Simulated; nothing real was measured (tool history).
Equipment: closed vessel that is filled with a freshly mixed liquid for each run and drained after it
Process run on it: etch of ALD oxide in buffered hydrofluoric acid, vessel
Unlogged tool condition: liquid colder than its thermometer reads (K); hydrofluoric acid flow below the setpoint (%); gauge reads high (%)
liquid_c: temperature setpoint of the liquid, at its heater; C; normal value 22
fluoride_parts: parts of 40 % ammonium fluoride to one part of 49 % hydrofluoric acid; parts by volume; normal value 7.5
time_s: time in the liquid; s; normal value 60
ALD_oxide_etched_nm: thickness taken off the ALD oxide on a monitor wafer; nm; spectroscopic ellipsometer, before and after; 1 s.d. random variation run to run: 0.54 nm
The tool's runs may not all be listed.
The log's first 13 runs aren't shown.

run,hour,liquid_c,fluoride_parts,time_s,wafers since the last listed run,hours since the thermometer was replaced,hours since the hydrofluoric acid flow meter was replaced,hours since the gauge calibration,"read-back film thickness of the ALD oxide reference wafer, read on the same gauge (nm)",ALD_oxide_etched_nm
14,592,22,7.5,60,3433,2122.1,132.3,352.4,69.99,110.66
15,661.9,22,7.5,60,9159,2192,202.2,422.3,70.01,110.03
16,771.9,24,8.5,30,14414,2302,312.2,532.3,69.99,53.4
17,817.6,22,7.5,60,5988,2347.7,357.9,578,70.01,108.9
18,871.2,22,7.5,60,7023,2401.3,411.5,631.6,70,109.55
# hour 879.5: thermometer replaced
19,916.6,22,6,60,5818,37.1,456.9,677,70.02,137.17
20,951.9,25.5,9.5,35,4625,72.4,492.2,712.3,70.02,62.78
21,1078.2,20.5,5,70,16550,198.7,618.5,838.6,69.98,171.38
22,1132.3,23.5,7.5,35,7089,252.8,672.6,892.7,70,69.83
23,1185.2,23.5,6,30,6932,305.7,725.5,945.6,69.99,73.76
24,1254.9,18.5,5,95,9133,375.4,795.2,1015.3,70.02,205.38
25,1310.3,22,10,60,7259,430.8,850.6,1070.7,70,84.46
26,1344.5,20,8.5,75,4481,465,884.8,1104.9,70.01,106.97
27,1399.5,23.5,7.5,60,7207,520,939.8,1159.9,70,118.72
# hour 1419: hydrofluoric acid flow meter replaced
28,1460.1,19,5,50,7810,580.6,41.1,1220.5,70.03,113.48
29,1520.2,24,6.5,70,7875,640.7,101.2,1280.6,70,167.18
30,1557.2,24,10,40,4848,677.7,138.2,1317.6,70,63.49
31,1585.5,22,7.5,60,3708,706,166.5,1345.9,70.02,110.63
32,1612.8,26.5,5.5,90,3577,733.3,193.8,1373.2,70.01,279.7
33,1645.9,26.5,9,60,4337,766.4,226.9,1406.3,69.99,116.41

Predict each of these 5 candidate next runs independently; none follows another, all start after run 33:
A,1646.6,22,9.5,60,91,767.1,227.6,1407,?,?
B,1646.6,22,7.5,45,91,767.1,227.6,1407,?,?
C,1646.6,17.5,7.5,95,91,767.1,227.6,1407,?,?
D,1646.6,24,6.5,75,91,767.1,227.6,1407,?,?
E,1646.6,25.5,5,70,91,767.1,227.6,1407,?,?

run,"read-back film thickness of the ALD oxide reference wafer, read on the same gauge (nm)",ALD_oxide_etched_nm
A,69.98,87.84
B,69.98,82.65
C,69.98,135.55
D,69.98,177.03
E,69.98,224.12
Had the tool no hidden state, the same runs would have come out as:
run,ALD_oxide_etched_nm
A,89.49
B,84.61
C,138.82
D,180.79
E,228.81
